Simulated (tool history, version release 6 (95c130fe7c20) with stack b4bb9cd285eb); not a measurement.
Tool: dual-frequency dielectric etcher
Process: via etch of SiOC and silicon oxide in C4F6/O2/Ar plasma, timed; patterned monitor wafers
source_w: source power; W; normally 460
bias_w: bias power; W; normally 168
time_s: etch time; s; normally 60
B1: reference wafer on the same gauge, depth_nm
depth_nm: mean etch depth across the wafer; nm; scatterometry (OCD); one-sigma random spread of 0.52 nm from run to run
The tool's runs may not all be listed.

{"run": 1, "day": 0.0, "source_w": 460, "bias_w": 148, "time_s": 48.5, "B1": 67.2, "depth_nm": 59.7}
{"day": 1.438, "done": "upper electrode replaced"}
{"run": 2, "day": 1.458, "source_w": 460, "bias_w": 168, "time_s": 48.5, "B1": 67.2, "depth_nm": 62.9}
{"run": 3, "day": 1.471, "source_w": 460, "bias_w": 168, "time_s": 48.5, "B1": 67.3, "depth_nm": 63}
{"run": 4, "day": 1.488, "source_w": 460, "bias_w": 168, "time_s": 48.5, "B1": 67.3, "depth_nm": 63.2}
{"run": 5, "day": 1.617, "source_w": 460, "bias_w": 168, "time_s": 60, "B1": 67.1, "depth_nm": 77.6}
{"day": 1.921, "done": "gauge calibrated"}
{"run": 6, "day": 2.217, "source_w": 460, "bias_w": 168, "time_s": 60, "B1": 67.1, "depth_nm": 78.4}
{"run": 7, "day": 2.492, "source_w": 460, "bias_w": 168, "time_s": 71.5, "B1": 67.2, "depth_nm": 94.4}
{"run": 8, "day": 2.829, "source_w": 460, "bias_w": 168, "time_s": 71.5, "B1": 67.3, "depth_nm": 92}
{"run": 9, "day": 3.229, "source_w": 460, "bias_w": 168, "time_s": 71.5, "B1": 67.2, "depth_nm": 94}
{"run": 10, "day": 3.538, "source_w": 460, "bias_w": 168, "time_s": 44, "B1": 67.3, "depth_nm": 57.5}
{"run": 11, "day": 3.975, "source_w": 400, "bias_w": 131, "time_s": 44.5, "B1": 67.2, "depth_nm": 47.2}
{"run": 12, "day": 4.654, "source_w": 570, "bias_w": 135, "time_s": 45.5, "B1": 67.2, "depth_nm": 59}
{"run": 13, "day": 4.954, "source_w": 460, "bias_w": 130, "time_s": 72.5, "B1": 67.3, "depth_nm": 82.7}
{"run": 14, "day": 5.621, "source_w": 460, "bias_w": 168, "time_s": 60, "B1": 67.1, "depth_nm": 78.8}
{"day": 6.871, "done": "bias power generator calibrated"}
{"run": 15, "day": 7.054, "source_w": 460, "bias_w": 168, "time_s": 60, "B1": 67.2, "depth_nm": 79.8}
{"day": 8.071, "done": "wet clean of the chamber"}
{"run": 16, "day": 8.092, "source_w": 540, "bias_w": 126, "time_s": 72.5, "B1": 67.1, "depth_nm": 90.9}
{"run": 17, "day": 8.246, "source_w": 530, "bias_w": 136, "time_s": 46, "B1": 67.1, "depth_nm": 59.2}
{"run": 18, "day": 8.775, "source_w": 460, "bias_w": 168, "time_s": 54.5, "B1": 67.3, "depth_nm": 74.4}
{"run": 19, "day": 9.233, "source_w": 460, "bias_w": 168, "time_s": 48.5, "B1": 67.3, "depth_nm": 65.1}
{"run": 20, "day": 9.942, "source_w": 460, "bias_w": 168, "time_s": 60, "B1": 67, "depth_nm": 81.1}
{"run": 21, "day": 10.5, "source_w": 460, "bias_w": 168, "time_s": 60, "B1": 67.1, "depth_nm": 82.1}
{"day": 11.021, "done": "source power generator calibrated"}
{"day": 12.008, "done": "wet clean of the chamber, repeated, since the last time left the tool worse"}
{"run": 22, "day": 12.029, "source_w": 460, "bias_w": 144, "time_s": 60, "B1": 67.1, "depth_nm": 71.6}
{"run": 23, "day": 12.042, "source_w": 460, "bias_w": 126, "time_s": 60, "B1": 67.2, "depth_nm": 66.8}
{"run": 24, "day": 12.483, "source_w": 460, "bias_w": 168, "time_s": 60, "B1": 67.2, "depth_nm": 76.1}
{"run": 25, "day": 12.788, "source_w": 390, "bias_w": 155, "time_s": 49, "B1": 67.4, "depth_nm": 55}
{"run": 26, "day": 13.112, "source_w": 430, "bias_w": 186, "time_s": 60, "B1": 67.2, "depth_nm": 77.9}
{"run": 27, "day": 13.375, "source_w": 560, "bias_w": 181, "time_s": 48, "B1": 67.4, "depth_nm": 70.2}
{"run": 28, "day": 13.854, "source_w": 510, "bias_w": 208, "time_s": 53.5, "B1": 67, "depth_nm": 80.2}
{"run": 29, "day": 14.146, "source_w": 380, "bias_w": 168, "time_s": 60, "B1": 67.3, "depth_nm": 70.2}
{"run": 30, "day": 14.567, "source_w": 520, "bias_w": 201, "time_s": 60, "B1": 67.2, "depth_nm": 89.6}
{"run": 31, "day": 15.221, "source_w": 340, "bias_w": 128, "time_s": 55, "B1": 67.2, "depth_nm": 52.3}

Here are 3 independent what-if runs from the current tool condition. What would each one return?
{"run": "A", "day": 15.238, "source_w": 460, "bias_w": 168, "time_s": 60, "B1": "?", "depth_nm": "?"}
{"run": "B", "day": 15.238, "source_w": 570, "bias_w": 188, "time_s": 71.5, "B1": "?", "depth_nm": "?"}
{"run": "C", "day": 15.238, "source_w": 570, "bias_w": 168, "time_s": 68, "B1": "?", "depth_nm": "?"}

run=A B1=67.2 depth_nm=76.8
run=B B1=67.2 depth_nm=107.3
run=C B1=67.2 depth_nm=96.6
The same runs, with their run-to-run variation unchanged, on a tool lacking any hidden condition would have given:
run=A depth_nm=75.9
run=B depth_nm=106.1
run=C depth_nm=95.5
